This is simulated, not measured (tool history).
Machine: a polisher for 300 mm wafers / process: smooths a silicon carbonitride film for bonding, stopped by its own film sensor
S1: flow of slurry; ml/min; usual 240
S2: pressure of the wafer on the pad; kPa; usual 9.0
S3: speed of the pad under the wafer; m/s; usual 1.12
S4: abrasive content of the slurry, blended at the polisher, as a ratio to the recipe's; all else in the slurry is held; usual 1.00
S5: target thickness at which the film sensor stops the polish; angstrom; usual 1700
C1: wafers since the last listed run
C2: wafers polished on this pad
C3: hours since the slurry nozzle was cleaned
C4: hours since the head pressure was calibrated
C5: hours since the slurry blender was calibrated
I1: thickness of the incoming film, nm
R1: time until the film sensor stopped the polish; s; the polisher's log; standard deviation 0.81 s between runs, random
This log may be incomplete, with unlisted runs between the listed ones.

| run | hour | S1 | S2 | S3 | S4 | S5 | C1 | C2 | C3 | C4 | C5 | I1 | R1 |
|---|---|---|---|---|---|---|---|---|---|---|---|---|---|
| 1 | 0.0 | 240 | 8.3 | 1.12 | 1.00 | 1700 | 0 | 255 | 81.1 | 401.7 | 219.8 | 192.8 | 108.8 |
| 2 | 24.2 | 240 | 9.0 | 1.12 | 1.00 | 1700 | 111 | 367 | 105.3 | 425.9 | 244.0 | 188.1 | 78.9 |
|  | 29.9 | head pressure recalibrated |
| 3 | 57.7 | 240 | 9.0 | 1.12 | 1.00 | 1700 | 145 | 512 | 138.8 | 27.8 | 277.5 | 189.5 | 89.8 |
| 4 | 75.3 | 240 | 9.0 | 1.12 | 1.00 | 1700 | 81 | 593 | 156.4 | 45.4 | 295.1 | 188.8 | 85.5 |
| 5 | 89.8 | 240 | 9.0 | 1.12 | 1.00 | 1700 | 66 | 660 | 170.9 | 59.9 | 309.6 | 189.5 | 89.0 |
| 6 | 114.9 | 240 | 9.0 | 1.12 | 1.00 | 1700 | 115 | 776 | 196.0 | 85.0 | 334.7 | 192.4 | 100.6 |
| 7 | 139.1 | 240 | 9.0 | 1.12 | 1.00 | 1700 | 111 | 888 | 220.2 | 109.2 | 358.9 | 189.9 | 88.9 |
| 8 | 160.3 | 240 | 9.0 | 1.12 | 1.00 | 1700 | 97 | 986 | 241.4 | 130.4 | 380.1 | 189.8 | 88.7 |
| 9 | 184.3 | 240 | 9.0 | 1.12 | 1.00 | 1700 | 110 | 1096 | 265.4 | 154.4 | 404.1 | 192.0 | 98.1 |
|  | 195.7 | worn pad replaced by a new one |
|  | 202.1 | slurry blender recalibrated |
| 10 | 213.1 | 240 | 9.0 | 1.12 | 1.00 | 1700 | 105 | 70 | 294.2 | 183.2 | 11.0 | 189.2 | 85.6 |
| 11 | 246.7 | 240 | 9.0 | 1.12 | 1.00 | 1700 | 155 | 225 | 327.8 | 216.8 | 44.6 | 189.8 | 86.8 |
| 12 | 267.0 | 240 | 9.0 | 1.12 | 1.00 | 1700 | 93 | 319 | 348.1 | 237.1 | 64.9 | 188.5 | 81.2 |
| 13 | 287.2 | 240 | 9.0 | 1.12 | 1.00 | 1700 | 93 | 412 | 368.3 | 257.3 | 85.1 | 191.7 | 96.7 |
| 14 | 376.3 | 240 | 9.0 | 1.12 | 1.00 | 1700 | 411 | 824 | 457.4 | 346.4 | 174.2 | 188.5 | 81.8 |
| 15 | 400.7 | 240 | 9.0 | 0.92 | 1.00 | 1700 | 112 | 936 | 481.8 | 370.8 | 198.6 | 192.3 | 110.8 |
|  | 408.3 | slurry nozzle cleaned |
| 16 | 414.0 | 240 | 6.9 | 1.12 | 1.00 | 1650 | 56 | 993 | 5.7 | 384.1 | 211.9 | 190.2 | 141.7 |
|  | 447.6 | worn pad replaced by a new one |
|  | 505.6 | head pressure recalibrated |
| 17 | 520.6 | 240 | 9.0 | 1.12 | 1.00 | 1700 | 464 | 327 | 112.3 | 15.0 | 318.5 | 192.1 | 105.3 |
| 18 | 547.8 | 270 | 9.0 | 0.82 | 1.10 | 1700 | 125 | 453 | 139.5 | 42.2 | 345.7 | 191.9 | 114.3 |
|  | 557.6 | slurry blender recalibrated |
| 19 | 564.4 | 240 | 9.0 | 1.12 | 1.00 | 1700 | 67 | 520 | 156.1 | 58.8 | 6.8 | 189.9 | 90.7 |
| 20 | 593.3 | 240 | 9.0 | 1.12 | 1.00 | 1700 | 133 | 653 | 185.0 | 87.7 | 35.7 | 186.6 | 76.5 |
| 21 | 625.3 | 240 | 7.6 | 1.38 | 1.00 | 1700 | 147 | 801 | 217.0 | 119.7 | 67.7 | 190.0 | 97.3 |
| 22 | 646.6 | 240 | 9.0 | 1.12 | 1.00 | 1700 | 98 | 900 | 238.3 | 141.0 | 89.0 | 190.2 | 92.1 |
| 23 | 674.8 | 240 | 9.0 | 1.12 | 1.25 | 1670 | 130 | 1030 | 266.5 | 169.2 | 117.2 | 193.7 | 108.8 |
| 24 | 704.2 | 240 | 9.0 | 1.12 | 1.00 | 1700 | 135 | 1165 | 295.9 | 198.6 | 146.6 | 192.0 | 99.7 |
|  | 714.9 | worn pad replaced by a new one |
| 25 | 721.2 | 240 | 9.0 | 1.12 | 1.00 | 1760 | 60 | 29 | 312.9 | 215.6 | 163.6 | 189.4 | 60.1 |
| 26 | 752.7 | 210 | 9.0 | 1.12 | 0.75 | 1700 | 145 | 174 | 344.4 | 247.1 | 195.1 | 191.4 | 114.9 |
| 27 | 785.3 | 240 | 9.0 | 1.12 | 0.85 | 1700 | 150 | 324 | 377.0 | 279.7 | 227.7 | 187.6 | 85.8 |
| 28 | 807.4 | 240 | 9.0 | 1.28 | 1.00 | 1700 | 102 | 426 | 399.1 | 301.8 | 249.8 | 191.2 | 87.6 |
| 29 | 836.4 | 280 | 9.0 | 1.12 | 1.00 | 1700 | 133 | 560 | 428.1 | 330.8 | 278.8 | 191.5 | 95.4 |

Below are 3 alternative next runs, each starting from the tool's condition after run 29. Predict each:
| A | 836.9 | 240 | 9.0 | 1.48 | 1.00 | 1700 | 2 | 563 | 428.6 | 331.3 | 279.3 | 189.6 | ? |
| B | 836.9 | 240 | 9.0 | 1.36 | 1.00 | 1700 | 2 | 563 | 428.6 | 331.3 | 279.3 | 189.6 | ? |
| C | 836.9 | 175 | 9.0 | 1.12 | 0.90 | 1770 | 2 | 563 | 428.6 | 331.3 | 279.3 | 189.6 | ? |

| run | R1 |
|---|---|
| A | 74.2 |
| B | 78.1 |
| C | 62.8 |
Had the tool no hidden state, the same runs would have come out as:
| run | R1 |
|---|---|
| A | 76.6 |
| B | 80.6 |
| C | 64.0 |
